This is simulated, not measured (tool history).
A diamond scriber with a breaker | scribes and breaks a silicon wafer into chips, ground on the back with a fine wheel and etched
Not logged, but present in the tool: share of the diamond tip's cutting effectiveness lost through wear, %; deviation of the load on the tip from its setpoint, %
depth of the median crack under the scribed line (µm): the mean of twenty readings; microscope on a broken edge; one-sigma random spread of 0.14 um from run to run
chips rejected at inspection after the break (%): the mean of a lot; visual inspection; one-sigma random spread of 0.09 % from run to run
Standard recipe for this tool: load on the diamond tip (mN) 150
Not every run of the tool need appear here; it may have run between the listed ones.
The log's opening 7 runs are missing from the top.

| run | day | load on the diamond tip (mN) | wafers since the last listed run | hours since the diamond tip was replaced | hours since the load on the tip was calibrated | incoming depth of the damage left on the back of the incoming wafer, um | depth of the median crack under the scribed line (µm) | chips rejected at inspection after the break (%) |
|---|---|---|---|---|---|---|---|---|
| 8 | 9.333 | 150 | 105 | 458.7 | 916.9 | 0.31 | 8.63 | 3 |
| 9 | 10.033 | 150 | 31 | 475.5 | 933.7 | 0.69 | 8.34 | 3.01 |
| 10 | 10.554 | 150 | 23 | 488 | 946.2 | 0.49 | 8.88 | 3.07 |
|  | 11.092 | load on the tip recalibrated |
| 11 | 11.267 | 150 | 28 | 505.1 | 4.2 | 0.34 | 7.68 | 1.63 |
|  | 11.683 | diamond tip replaced by a new one |
| 12 | 12.033 | 150 | 30 | 8.4 | 22.6 | 0.78 | 7.84 | 1.65 |
| 13 | 12.846 | 150 | 36 | 27.9 | 42.1 | 0.65 | 7.68 | 1.78 |
| 14 | 13.908 | 150 | 47 | 53.4 | 67.6 | 0.58 | 7.69 | 1.82 |
| 15 | 14.688 | 150 | 34 | 72.1 | 86.3 | 0.41 | 7.59 | 1.9 |
| 16 | 18.596 | 185 | 174 | 165.9 | 180.1 | 0.67 | 9.92 | 6.41 |
| 17 | 19.296 | 150 | 31 | 182.7 | 196.9 | 0.63 | 7.64 | 1.9 |
| 18 | 20.188 | 150 | 39 | 204.1 | 218.3 | 0.55 | 7.74 | 1.83 |
| 19 | 21.179 | 107 | 44 | 227.9 | 242.1 | 0.31 | 5.46 | 11.54 |
| 20 | 22.442 | 190 | 56 | 258.2 | 272.4 | 0.5 | 10 | 8.72 |

Forecast run 21:
| 21 | 22.975 | 150 | 23 | 271 | 285.2 | 0.56 | ? | ? |

Run 21 came out at depth of the median crack under the scribed line (µm) 7.97, chips rejected at inspection after the break (%) 1.85.
Take away the tool's hidden state, keep the run-to-run variation as it was, and the same run would have given depth of the median crack under the scribed line (µm) 7.61, chips rejected at inspection after the break (%) 1.66.
